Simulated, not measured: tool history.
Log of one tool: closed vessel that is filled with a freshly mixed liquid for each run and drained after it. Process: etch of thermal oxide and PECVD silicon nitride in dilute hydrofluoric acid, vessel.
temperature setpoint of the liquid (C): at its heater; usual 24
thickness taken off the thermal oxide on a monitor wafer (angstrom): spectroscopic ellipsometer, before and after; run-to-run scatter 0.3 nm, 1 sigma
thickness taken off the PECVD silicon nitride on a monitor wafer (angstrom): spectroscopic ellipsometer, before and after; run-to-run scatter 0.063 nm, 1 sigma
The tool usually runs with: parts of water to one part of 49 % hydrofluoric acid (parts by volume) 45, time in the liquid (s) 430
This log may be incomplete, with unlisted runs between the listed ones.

run   hour  temperature setpoint of the liquid (C)  parts of water to one part of 49 % hydrofluoric acid (parts by volume)  time in the liquid (s)  wafers since the last listed run  hours since the thermometer was replaced  hours since the hydrofluoric acid flow meter was replaced  hours since the gauge calibration  read-back film thickness of the thermal oxide reference wafer, read on the same gauge (nm)  read-back film thickness of the PECVD silicon nitride reference wafer, read on the same gauge (nm)  thickness taken off the thermal oxide on a monitor wafer (angstrom)  thickness taken off the PECVD silicon nitride on a monitor wafer (angstrom)
  1      0                                      23                                                                      45                     360                                 0                                      89.9                                                       65.8                              656.7                                                                                       60.01                                                                                              110.01                                                                380.1                                                                        114.3
  2   11.1                                      27                                                                      60                     180                               510                                       101                                                       76.9                              667.8                                                                                       60.02                                                                                                 110                                                                165.7                                                                         56.6
  3   20.8                                      24                                                                      45                     430                               446                                     110.7                                                       86.6                              677.5                                                                                          60                                                                                              109.98                                                                471.5                                                                        145.5
  4   34.4                                      24                                                                      45                     430                               625                                     124.3                                                      100.2                              691.1                                                                                       59.97                                                                                              109.97                                                                477.1                                                                        146.1
  5   85.1                                      24                                                                      45                     430                              2331                                       175                                                      150.9                              741.8                                                                                       59.99                                                                                              110.04                                                                  473                                                                        144.6
      86.1  -- gauge calibrated
  6   95.5                                      24                                                                      45                     430                               478                                     185.4                                                      161.3                                9.4                                                                                       59.99                                                                                                 110                                                                  463                                                                        144.7
  7  107.1                                    22.5                                                                      45                     605                               533                                       197                                                      172.9                                 21                                                                                       59.97                                                                                              109.99                                                                623.4                                                                        181.9
  8  115.3                                    22.5                                                                      55                     430                               377                                     205.2                                                      181.1                               29.2                                                                                          60                                                                                              109.98                                                                357.7                                                                        105.8
  9  140.6                                      24                                                                      45                     430                              1163                                     230.5                                                      206.4                               54.5                                                                                       60.01                                                                                              110.03                                                                468.3                                                                        142.4
 10  150.8                                      21                                                                      35                     525                               469                                     240.7                                                      216.6                               64.7                                                                                          60                                                                                              109.98                                                                644.3                                                                          181
 11  159.6                                      27                                                                      45                     335                               404                                     249.5                                                      225.4                               73.5                                                                                          60                                                                                                 110                                                                403.3                                                                        135.4
 12  165.8                                      24                                                                      55                     340                               285                                     255.7                                                      231.6                               79.7                                                                                       59.99                                                                                              109.99                                                                297.6                                                                         92.6
 13  172.5                                    28.5                                                                      35                     540                               308                                     262.4                                                      238.3                               86.4                                                                                          60                                                                                              109.99                                                                  905                                                                        305.3
 14  184.5                                      23                                                                      45                     360                               551                                     274.4                                                      250.3                               98.4                                                                                          60                                                                                              110.03                                                                  371                                                                        110.3
 15  196.7                                      24                                                                      35                     315                               561                                     286.6                                                      262.5                              110.6                                                                                       59.98                                                                                              109.99                                                                438.3                                                                          131

What does the tool deliver on the next run?
 16  211.3                                    20.5                                                                      45                     430                               671                                     301.2                                                      277.1                              125.2                                                                                           ?                                                                                                   ?                                                                    ?                                                                            ?

{"run 16": {"read-back film thickness of the thermal oxide reference wafer, read on the same gauge (nm)": 60.03, "read-back film thickness of the PECVD silicon nitride reference wafer, read on the same gauge (nm)": 110.03, "thickness taken off the thermal oxide on a monitor wafer (angstrom)": 398.1, "thickness taken off the PECVD silicon nitride on a monitor wafer (angstrom)": 109.9}}
Minus the tool's unlogged condition, the same run would have read thickness taken off the thermal oxide on a monitor wafer (angstrom) 428.7, thickness taken off the PECVD silicon nitride on a monitor wafer (angstrom) 121.8.
